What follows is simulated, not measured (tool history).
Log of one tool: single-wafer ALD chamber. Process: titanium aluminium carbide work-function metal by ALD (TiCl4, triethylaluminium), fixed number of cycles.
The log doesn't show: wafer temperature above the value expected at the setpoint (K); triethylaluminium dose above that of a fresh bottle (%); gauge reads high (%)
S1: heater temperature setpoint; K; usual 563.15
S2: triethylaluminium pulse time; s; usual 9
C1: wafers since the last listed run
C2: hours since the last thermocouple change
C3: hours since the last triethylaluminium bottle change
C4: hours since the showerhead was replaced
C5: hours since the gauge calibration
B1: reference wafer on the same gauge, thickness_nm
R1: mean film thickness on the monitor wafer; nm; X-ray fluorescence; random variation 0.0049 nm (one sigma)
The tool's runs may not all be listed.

Run 1, hour 0: usual settings; C1 0; C2 2758.6; C3 741.7; C4 6090.4; C5 478; B1 1.78. Result: R1 1.688 nm.
Run 2, hour 14: usual settings; C1 210; C2 2772.6; C3 755.7; C4 6104.4; C5 492; B1 1.781. Result: R1 1.679 nm.
At hour 29.6: thermocouple changed; heater temperature recalibrated.
Run 3, hour 30.2: usual settings but S1 567.15 K; C1 123; C2 0.6; C3 771.9; C4 6120.6; C5 508.2; B1 1.778. Result: R1 1.71 nm.
At hour 42.5: showerhead replaced.
Run 4, hour 46.7: usual settings but S1 567.15 K; C1 127; C2 17.1; C3 788.4; C4 4.2; C5 524.7; B1 1.78. Result: R1 1.701 nm.
Run 5, hour 58.6: usual settings but S1 567.15 K; C1 178; C2 29; C3 800.3; C4 16.1; C5 536.6; B1 1.78. Result: R1 1.702 nm.
Run 6, hour 88.2: usual settings but S1 556.15 K; C1 444; C2 58.6; C3 829.9; C4 45.7; C5 566.2; B1 1.781. Result: R1 1.63 nm.
Run 7, hour 105.6: usual settings but S1 558.15 K, S2 10.59 s; C1 261; C2 76; C3 847.3; C4 63.1; C5 583.6; B1 1.781. Result: R1 1.696 nm.
Run 8, hour 122.3: usual settings but S1 558.15 K, S2 10.59 s; C1 250; C2 92.7; C3 864; C4 79.8; C5 600.3; B1 1.781. Result: R1 1.699 nm.
Run 9, hour 138.4: usual settings but S1 557.15 K, S2 7.6 s; C1 241; C2 108.8; C3 880.1; C4 95.9; C5 616.4; B1 1.781. Result: R1 1.527 nm.
Run 10, hour 147.9: usual settings but S1 557.15 K, S2 7.6 s; C1 142; C2 118.3; C3 889.6; C4 105.4; C5 625.9; B1 1.781. Result: R1 1.531 nm.
Run 11, hour 163.2: usual settings but S2 5.73 s; C1 229; C2 133.6; C3 904.9; C4 120.7; C5 641.2; B1 1.781. Result: R1 1.335 nm.
Run 12, hour 179.6: usual settings but S1 567.15 K, S2 6.24 s; C1 246; C2 150; C3 921.3; C4 137.1; C5 657.6; B1 1.78. Result: R1 1.436 nm.
Run 13, hour 192: usual settings but S1 567.15 K; C1 186; C2 162.4; C3 933.7; C4 149.5; C5 670; B1 1.779. Result: R1 1.677 nm.
At hour 197.8: gauge calibrated.
Run 14, hour 209.1: usual settings but S2 10.75 s; C1 256; C2 179.5; C3 950.8; C4 166.6; C5 11.3; B1 1.782. Result: R1 1.714 nm.
Run 15, hour 226.1: usual settings but S1 558.15 K, S2 6.45 s; C1 255; C2 196.5; C3 967.8; C4 183.6; C5 28.3; B1 1.78. Result: R1 1.396 nm.
Run 16, hour 240.6: usual settings but S1 567.15 K; C1 217; C2 211; C3 982.3; C4 198.1; C5 42.8; B1 1.781. Result: R1 1.664 nm.
At hour 250.9: triethylaluminium bottle replaced.
Run 17, hour 252.5: usual settings but S1 569.15 K, S2 7.88 s; C1 58; C2 222.9; C3 1.6; C4 210; C5 54.7; B1 1.78. Result: R1 1.701 nm.
Run 18, hour 259.9: usual settings but S1 555.15 K, S2 7.05 s; C1 111; C2 230.3; C3 9; C4 217.4; C5 62.1; B1 1.778. Result: R1 1.557 nm.
Run 19, hour 270.3: usual settings; C1 156; C2 240.7; C3 19.4; C4 227.8; C5 72.5; B1 1.779. Result: R1 1.72 nm.
Run 20, hour 282.1: usual settings but S1 552.15 K; C1 177; C2 252.5; C3 31.2; C4 239.6; C5 84.3; B1 1.78. Result: R1 1.637 nm.
Run 21, hour 295.6: usual settings; C1 202; C2 266; C3 44.7; C4 253.1; C5 97.8; B1 1.78. Result: R1 1.721 nm.
Run 22, hour 311.7: usual settings; C1 241; C2 282.1; C3 60.8; C4 269.2; C5 113.9; B1 1.78. Result: R1 1.707 nm.
Run 23, hour 322.8: usual settings but S1 551.15 K, S2 7.33 s; C1 166; C2 293.2; C3 71.9; C4 280.3; C5 125; B1 1.78. Result: R1 1.548 nm.
Run 24, hour 329.6: usual settings but S1 548.15 K; C1 102; C2 300; C3 78.7; C4 287.1; C5 131.8; B1 1.781. Result: R1 1.623 nm.
Run 25, hour 340.3: usual settings but S1 570.15 K, S2 9.98 s; C1 160; C2 310.7; C3 89.4; C4 297.8; C5 142.5; B1 1.779. Result: R1 1.799 nm.
Run 26, hour 352.9: usual settings but S2 10.71 s; C1 189; C2 323.3; C3 102; C4 310.4; C5 155.1; B1 1.781. Result: R1 1.755 nm.
Run 27, hour 369.3: usual settings; C1 246; C2 339.7; C3 118.4; C4 326.8; C5 171.5; B1 1.782. Result: R1 1.72 nm.
Run 28, hour 378.2: usual settings but S1 555.15 K; C1 133; C2 348.6; C3 127.3; C4 335.7; C5 180.4; B1 1.78. Result: R1 1.663 nm.
Run 29, hour 389.2: usual settings but S1 553.15 K, S2 5.76 s; C1 165; C2 359.6; C3 138.3; C4 346.7; C5 191.4; B1 1.78. Result: R1 1.398 nm.
Run 30, hour 404.2: usual settings; C1 225; C2 374.6; C3 153.3; C4 361.7; C5 206.4; B1 1.778. Result: R1 1.717 nm.
Run 31, hour 415.5: usual settings but S1 557.15 K, S2 7.6 s; C1 169; C2 385.9; C3 164.6; C4 373; C5 217.7; B1 1.779. Result: R1 1.606 nm.
Run 32, hour 432.7: usual settings but S1 548.15 K, S2 11.59 s; C1 258; C2 403.1; C3 181.8; C4 390.2; C5 234.9; B1 1.78. Result: R1 1.678 nm.

The same runs without the tool's hidden state, with the same run-to-run variation:
run     R1
  1  1.727
  2  1.719
  3  1.753
  4  1.746
  5  1.749
  6  1.679
  7   1.73
  8  1.735
  9  1.607
 10  1.612
 11  1.457
 12  1.556
 13  1.745
 14  1.758
 15  1.521
 16  1.741
 17  1.706
 18  1.562
 19  1.723
 20   1.64
 21  1.724
 22   1.71
 23  1.553
 24  1.626
 25  1.802
 26  1.758
 27  1.724
 28  1.667
 29  1.407
 30  1.722
 31  1.613
 32   1.68
